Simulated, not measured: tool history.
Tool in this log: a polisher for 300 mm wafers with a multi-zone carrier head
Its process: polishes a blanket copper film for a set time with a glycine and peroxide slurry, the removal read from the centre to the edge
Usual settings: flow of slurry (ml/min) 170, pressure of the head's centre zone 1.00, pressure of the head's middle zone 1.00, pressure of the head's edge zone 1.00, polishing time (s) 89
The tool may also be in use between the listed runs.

run   hour  flow of slurry (ml/min)  pressure of the head's centre zone  pressure of the head's middle zone  pressure of the head's edge zone  polishing time (s)  wafers since the last listed run  wafers polished on this pad  hours since the slurry nozzle was cleaned  hours since the centre zone pressure was calibrated  hours since the edge zone pressure was calibrated  hours since the carrier head's membrane was replaced  incoming thickness of the incoming film, nm  film removed at the wafer's centre (angstrom)  film removed at mid-radius (angstrom)  film removed at the wafer's edge (angstrom)
  1    0.0                      170                                1.00                                1.00                              0.93                  89                                 0                          343                                      277.9                                                234.7                                              530.2                                                1530.1                                       1646.8                                           3955                                   4132                                         4104
  2    6.3                      170                                1.00                                1.00                              0.93                  89                                46                          389                                      284.2                                                241.0                                              536.5                                                1536.4                                       1639.4                                           3974                                   4063                                         4154
  3   12.4                      170                                1.00                                0.94                              1.00                  77                                45                          434                                      290.3                                                247.1                                              542.6                                                1542.5                                       1658.4                                           3388                                   3404                                         3699
      30.3  -- worn pad replaced by a new one
  4   30.8                      170                                1.00                                1.00                              1.00                  89                               106                            3                                      308.7                                                265.5                                              561.0                                                1560.9                                       1643.5                                           3872                                   4127                                         4316
      42.5  -- edge zone pressure recalibrated
      46.2  -- carrier head's membrane replaced by a new one
  5   46.7                      170                                1.00                                1.00                              1.00                  89                                75                           79                                      324.6                                                281.4                                                4.2                                                   0.5                                       1633.3                                           3924                                   4070                                         4275
  6   48.3                      140                                1.00                                1.05                              1.00                 114                                11                           90                                      326.2                                                283.0                                                5.8                                                   2.1                                       1673.8                                           4802                                   5368                                         5299
  7   61.8                      210                                1.03                                0.97                              1.04                  89                               100                          190                                      339.7                                                296.5                                               19.3                                                  15.6                                       1624.7                                           4134                                   4162                                         4414
  8   75.3                      170                                1.00                                1.00                              1.00                  89                               100                          291                                      353.2                                                310.0                                               32.8                                                  29.1                                       1632.1                                           3925                                   4165                                         4289
  9   84.8                      170                                1.06                                1.00                              1.00                  72                                70                          361                                      362.7                                                319.5                                               42.3                                                  38.6                                       1646.2                                           3318                                   3312                                         3477
 10   96.6                      145                                1.11                                1.00                              1.00                  89                                87                          448                                      374.5                                                331.3                                               54.1                                                  50.4                                       1652.9                                           4155                                   4000                                         4226
 11  103.6                      210                                1.03                                0.97                              1.04                  89                                51                          500                                      381.5                                                338.3                                               61.1                                                  57.4                                       1644.9                                           4045                                   4189                                         4541
 12  114.6                      170                                1.00                                1.08                              1.06                  89                                81                          582                                      392.5                                                349.3                                               72.1                                                  68.4                                       1661.3                                           3844                                   4376                                         4499

For run 13, what comes out?
     120.7  -- worn pad replaced by a new one
 13  161.0                      225                                1.00                                0.96                              1.00                  89                               314                          298                                      438.9                                                395.7                                              118.5                                                 114.8                                       1657.8                                              ?                                      ?                                            ?

film removed at the wafer's centre (angstrom): 3980
film removed at mid-radius (angstrom): 4138
film removed at the wafer's edge (angstrom): 4447
Take away the tool's hidden state, keep the run-to-run variation as it was, and the same run would have given film removed at the wafer's centre (angstrom) 4406, film removed at mid-radius (angstrom) 4136, film removed at the wafer's edge (angstrom) 4447.
